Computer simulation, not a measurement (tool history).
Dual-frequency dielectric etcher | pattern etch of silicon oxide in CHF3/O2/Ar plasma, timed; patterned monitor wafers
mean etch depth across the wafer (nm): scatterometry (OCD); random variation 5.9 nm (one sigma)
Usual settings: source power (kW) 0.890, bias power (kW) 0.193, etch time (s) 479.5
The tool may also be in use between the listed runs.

run	hour	source power (kW)	bias power (kW)	etch time (s)	wafers since the last listed run	hours since the last wet clean	hours since the last source power generator calibration	hours since the last bias power generator calibration	hours since the last upper electrode change	hours since the gauge calibration	read-back reference wafer on the same gauge, depth_nm	mean etch depth across the wafer (nm)
1	0.0	0.890	0.228	593.0	0	242.6	5144.2	2751.5	3448.3	529.0	1078.7	1435.7
2	29.2	0.890	0.193	479.5	68	271.8	5173.4	2780.7	3477.5	558.2	1081.1	1081.8
3	43.7	0.890	0.193	479.5	34	286.3	5187.9	2795.2	3492.0	572.7	1079.6	1081.5
4	66.7	0.890	0.193	395.0	54	309.3	5210.9	2818.2	3515.0	595.7	1075.9	892.4
5	102.5	0.890	0.193	395.0	84	345.1	5246.7	2854.0	3550.8	631.5	1078.1	878.0
6	122.4	0.780	0.193	479.5	46	365.0	5266.6	2873.9	3570.7	651.4	1078.9	1019.3
# hour 128.1: bias power generator calibrated
7	157.6	0.890	0.193	479.5	73	400.2	5301.8	29.5	3605.9	686.6	1077.1	1077.1
8	174.4	0.890	0.193	479.5	39	417.0	5318.6	46.3	3622.7	703.4	1081.5	1061.0
9	199.4	1.050	0.221	582.5	58	442.0	5343.6	71.3	3647.7	728.4	1084.2	1443.2
10	221.5	0.890	0.193	479.5	52	464.1	5365.7	93.4	3669.8	750.5	1078.1	1069.5
# hour 227.2: gauge calibrated
# hour 240.3: source power generator calibrated
# hour 257.5: wet clean of the chamber
11	258.0	1.040	0.220	479.5	35	0.5	17.7	129.9	3706.3	30.8	1079.3	1245.9
12	272.6	0.890	0.193	479.5	34	15.1	32.3	144.5	3720.9	45.4	1077.5	1119.7
13	307.8	0.890	0.193	358.0	82	50.3	67.5	179.7	3756.1	80.6	1076.6	834.9
14	331.6	1.100	0.209	573.0	56	74.1	91.3	203.5	3779.9	104.4	1078.9	1471.5
15	361.3	0.890	0.193	479.5	70	103.8	121.0	233.2	3809.6	134.1	1079.1	1111.6
16	380.8	0.890	0.231	541.0	45	123.3	140.5	252.7	3829.1	153.6	1081.2	1338.9
17	406.0	0.890	0.193	479.5	59	148.5	165.7	277.9	3854.3	178.8	1079.6	1107.9

The next listed run, before its measurement:
18	427.6	0.730	0.160	350.0	50	170.1	187.3	299.5	3875.9	200.4	?	?

{"run 18": {"read-back reference wafer on the same gauge, depth_nm": 1079.0, "mean etch depth across the wafer (nm)": 708.1}}
Without the tool's hidden state the same run would have given mean etch depth across the wafer (nm) 716.6.

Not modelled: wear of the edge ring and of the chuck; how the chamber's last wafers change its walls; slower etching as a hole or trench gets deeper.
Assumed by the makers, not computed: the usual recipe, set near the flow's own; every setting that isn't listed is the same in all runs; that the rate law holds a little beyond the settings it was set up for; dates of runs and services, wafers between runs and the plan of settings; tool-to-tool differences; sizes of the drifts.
